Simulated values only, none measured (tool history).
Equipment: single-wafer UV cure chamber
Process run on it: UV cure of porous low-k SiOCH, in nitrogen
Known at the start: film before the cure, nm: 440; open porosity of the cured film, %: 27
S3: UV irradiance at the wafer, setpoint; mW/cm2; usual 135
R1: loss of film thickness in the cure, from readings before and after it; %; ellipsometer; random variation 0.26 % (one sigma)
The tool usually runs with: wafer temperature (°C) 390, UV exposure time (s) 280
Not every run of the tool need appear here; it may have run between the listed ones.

{"run": 1, "hour": 0.0, "wafer temperature (°C)": 390, "UV exposure time (s)": 280, "S3": 135, "R1": 16.526}
{"run": 2, "hour": 15.3, "wafer temperature (°C)": 390, "UV exposure time (s)": 335, "S3": 135, "R1": 17.13}
{"run": 3, "hour": 32.8, "wafer temperature (°C)": 390, "UV exposure time (s)": 335, "S3": 135, "R1": 17.445}
{"run": 4, "hour": 44.8, "wafer temperature (°C)": 397, "UV exposure time (s)": 280, "S3": 135, "R1": 16.65}
{"run": 5, "hour": 59.1, "wafer temperature (°C)": 397, "UV exposure time (s)": 280, "S3": 135, "R1": 16.813}
{"run": 6, "hour": 74.2, "wafer temperature (°C)": 390, "UV exposure time (s)": 280, "S3": 122, "R1": 16.007}
{"run": 7, "hour": 84.4, "wafer temperature (°C)": 390, "UV exposure time (s)": 280, "S3": 122, "R1": 15.61}
{"run": 8, "hour": 103.3, "wafer temperature (°C)": 390, "UV exposure time (s)": 240, "S3": 135, "R1": 16.022}
{"run": 9, "hour": 114.3, "wafer temperature (°C)": 390, "UV exposure time (s)": 280, "S3": 135, "R1": 16.219}
{"run": 10, "hour": 123.0, "wafer temperature (°C)": 390, "UV exposure time (s)": 115, "S3": 150, "R1": 12.335}
{"run": 11, "hour": 139.8, "wafer temperature (°C)": 375, "UV exposure time (s)": 280, "S3": 162, "R1": 16.667}
{"run": 12, "hour": 178.1, "wafer temperature (°C)": 402, "UV exposure time (s)": 410, "S3": 117, "R1": 17.647}
{"run": 13, "hour": 189.2, "wafer temperature (°C)": 384, "UV exposure time (s)": 335, "S3": 174, "R1": 18.869}
{"run": 14, "hour": 212.8, "wafer temperature (°C)": 379, "UV exposure time (s)": 145, "S3": 98, "R1": 10.983}
{"run": 15, "hour": 222.5, "wafer temperature (°C)": 390, "UV exposure time (s)": 280, "S3": 135, "R1": 16.657}
{"run": 16, "hour": 236.6, "wafer temperature (°C)": 402, "UV exposure time (s)": 410, "S3": 117, "R1": 18.231}
{"run": 17, "hour": 253.4, "wafer temperature (°C)": 403, "UV exposure time (s)": 280, "S3": 118, "R1": 15.889}
{"run": 18, "hour": 268.6, "wafer temperature (°C)": 390, "UV exposure time (s)": 280, "S3": 135, "R1": 16.403}

Missing from the log above: 2 entries noted between runs. For each, name the pair of listed runs it sits between and say how the tool's hidden condition differs from the listed run just before to the listed run just after:
After run 7, before run 8: quartz window cleaned (hour 102.8)
  nothing in the hidden state changes from one run to the other
After run 11, before run 12: UV bulbs replaced (hour 165.8)
  nothing in the hidden state changes from one run to the other

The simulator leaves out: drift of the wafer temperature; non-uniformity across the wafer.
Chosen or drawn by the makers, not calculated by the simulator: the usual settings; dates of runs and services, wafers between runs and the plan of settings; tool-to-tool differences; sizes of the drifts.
